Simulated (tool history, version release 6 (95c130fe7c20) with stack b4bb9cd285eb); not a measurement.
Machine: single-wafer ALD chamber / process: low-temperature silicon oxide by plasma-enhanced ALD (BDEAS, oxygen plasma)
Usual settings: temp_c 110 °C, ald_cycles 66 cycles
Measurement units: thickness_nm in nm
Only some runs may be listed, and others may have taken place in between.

| run | hour | temp_c | ald_cycles | wafers since the last listed run | hours since the last thermocouple change | hours since the gauge calibration | read-back reference wafer on the same gauge, thickness_nm | thickness_nm |
|---|---|---|---|---|---|---|---|---|
| 1 | 0.0 | 110 | 66 | 0 | 2480.3 | 7.9 | 10.409 | 9.357 |
| 2 | 27.9 | 110 | 66 | 151 | 2508.2 | 35.8 | 10.393 | 9.345 |
| 3 | 44.3 | 110 | 66 | 89 | 2524.6 | 52.2 | 10.384 | 9.347 |
| 4 | 60.4 | 110 | 66 | 87 | 2540.7 | 68.3 | 10.365 | 9.338 |
| 5 | 89.0 | 104 | 66 | 155 | 2569.3 | 96.9 | 10.367 | 9.407 |
| 6 | 107.3 | 104 | 66 | 99 | 2587.6 | 115.2 | 10.354 | 9.406 |
| 7 | 142.9 | 99 | 70 | 193 | 2623.2 | 150.8 | 10.341 | 10.064 |
|  | 154.0 | thermocouple changed; heater temperature recalibrated |
| 8 | 170.1 | 110 | 66 | 104 | 16.1 | 178.0 | 10.329 | 9.289 |
| 9 | 188.7 | 110 | 66 | 101 | 34.7 | 196.6 | 10.327 | 9.288 |
| 10 | 222.6 | 119 | 61 | 184 | 68.6 | 230.5 | 10.313 | 8.433 |
| 11 | 238.6 | 122 | 66 | 86 | 84.6 | 246.5 | 10.312 | 9.087 |
| 12 | 252.4 | 120 | 77 | 74 | 98.4 | 260.3 | 10.291 | 10.603 |
| 13 | 273.6 | 115 | 78 | 115 | 119.6 | 281.5 | 10.295 | 10.830 |
| 14 | 303.7 | 124 | 66 | 163 | 149.7 | 311.6 | 10.267 | 9.023 |
|  | 332.1 | gauge calibrated |
| 15 | 334.7 | 110 | 66 | 168 | 180.7 | 2.6 | 10.437 | 9.383 |
| 16 | 360.8 | 103 | 56 | 141 | 206.8 | 28.7 | 10.411 | 8.089 |
| 17 | 436.3 | 106 | 66 | 410 | 282.3 | 104.2 | 10.380 | 9.421 |
| 18 | 448.9 | 123 | 61 | 68 | 294.9 | 116.8 | 10.381 | 8.449 |
| 19 | 478.2 | 110 | 66 | 159 | 324.2 | 146.1 | 10.358 | 9.345 |

What if the next run were any one of these 4? Each begins from the tool's condition after run 19:
| A | 478.7 | 110 | 66 | 2 | 324.7 | 146.6 | ? | ? |
| B | 478.7 | 101 | 74 | 2 | 324.7 | 146.6 | ? | ? |
| C | 478.7 | 121 | 71 | 2 | 324.7 | 146.6 | ? | ? |
| D | 478.7 | 119 | 57 | 2 | 324.7 | 146.6 | ? | ? |

| run | read-back reference wafer on the same gauge, thickness_nm | thickness_nm |
|---|---|---|
| A | 10.377 | 9.340 |
| B | 10.377 | 10.639 |
| C | 10.377 | 9.853 |
| D | 10.377 | 7.938 |
What these runs would have given with no unlogged condition in the tool:
| run | thickness_nm |
|---|---|
| A | 9.389 |
| B | 10.695 |
| C | 9.904 |
| D | 7.980 |
